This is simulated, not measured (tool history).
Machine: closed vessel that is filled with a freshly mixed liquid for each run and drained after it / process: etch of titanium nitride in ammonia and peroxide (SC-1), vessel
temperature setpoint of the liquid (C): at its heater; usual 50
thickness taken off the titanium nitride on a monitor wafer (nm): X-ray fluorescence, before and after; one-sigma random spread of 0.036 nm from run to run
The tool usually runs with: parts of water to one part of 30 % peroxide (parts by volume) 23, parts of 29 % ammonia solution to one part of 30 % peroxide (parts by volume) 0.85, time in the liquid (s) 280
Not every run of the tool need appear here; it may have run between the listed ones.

run,hour,temperature setpoint of the liquid (C),parts of water to one part of 30 % peroxide (parts by volume),parts of 29 % ammonia solution to one part of 30 % peroxide (parts by volume),time in the liquid (s),"read-back film thickness of the titanium nitride reference wafer, read on the same gauge (nm)",thickness taken off the titanium nitride on a monitor wafer (nm)
1,0,50,23,0.85,280,49.99,9.54
2,25.7,50,23,0.6,235,50,7.66
3,53.6,50,23,0.55,280,50.01,9.03
4,77.5,50,23,0.85,280,50.03,9.66
5,95.9,50,23,0.85,280,49.99,9.69
6,108.3,50,23,0.85,280,49.99,9.69
7,125,50,23,1.2,150,49.99,5.51
8,147.6,50,23,0.85,145,50,5
9,180.5,53.5,27.5,0.7,430,50,16.43
10,214.9,57,23,1.15,280,49.99,16.43
11,234.4,50,23,0.85,280,49.99,9.57
12,247.4,45.5,13.5,1,165,50,5.68
13,282,50,23,0.85,280,50.02,9.71
14,295.6,53,23,0.85,280,49.98,11.86
15,321.5,50,23,0.85,280,50,9.63
16,334.8,50,23,0.85,415,49.99,14.29
17,362.3,45.5,23,0.85,430,49.99,10.76
18,377.1,50,19,0.85,370,50,14.1
19,393.3,52.5,23,0.85,280,50.01,11.38
20,424.2,43.5,14,0.65,405,49.98,10.94
21,458.2,44,23,0.85,280,49.99,6.25
22,485.3,50,16,0.85,435,50.01,18.13
23,512.3,53.5,11.5,1.05,200,49.98,13.08
24,540.6,43.5,23,0.6,280,50,5.62
25,567.6,59,23,0.7,280,50.01,16.86
26,579.8,41,18.5,0.85,410,50.02,8.27
27,610.5,50,23,0.85,280,50.01,9.49

Missing from the log above: 3 entries noted between runs. For each, name the pair of listed runs it sits between and say how the tool's hidden condition differs from the listed run just before to the listed run just after:
After run 1, before run 2: ammonia flow meter replaced (hour 25.2)
  ammonia flow below the setpoint (%): 10.8 -> 0.942
  measured less the result without the state, thickness taken off the titanium nitride on a monitor wafer (nm): -0.2 -> -0.01
After run 3, before run 4: new drum of ammonia solution connected (hour 67.8)
  ammonia flow below the setpoint (%): 1.51 -> 1.99
  measured less the result without the state, thickness taken off the titanium nitride on a monitor wafer (nm): -0.02 -> -0.04
After run 8, before run 9: thermometer replaced (hour 174.3)
  ammonia flow below the setpoint (%): 3.41 -> 4.08
  measured less the result without the state, thickness taken off the titanium nitride on a monitor wafer (nm): -0.03 -> -0.13
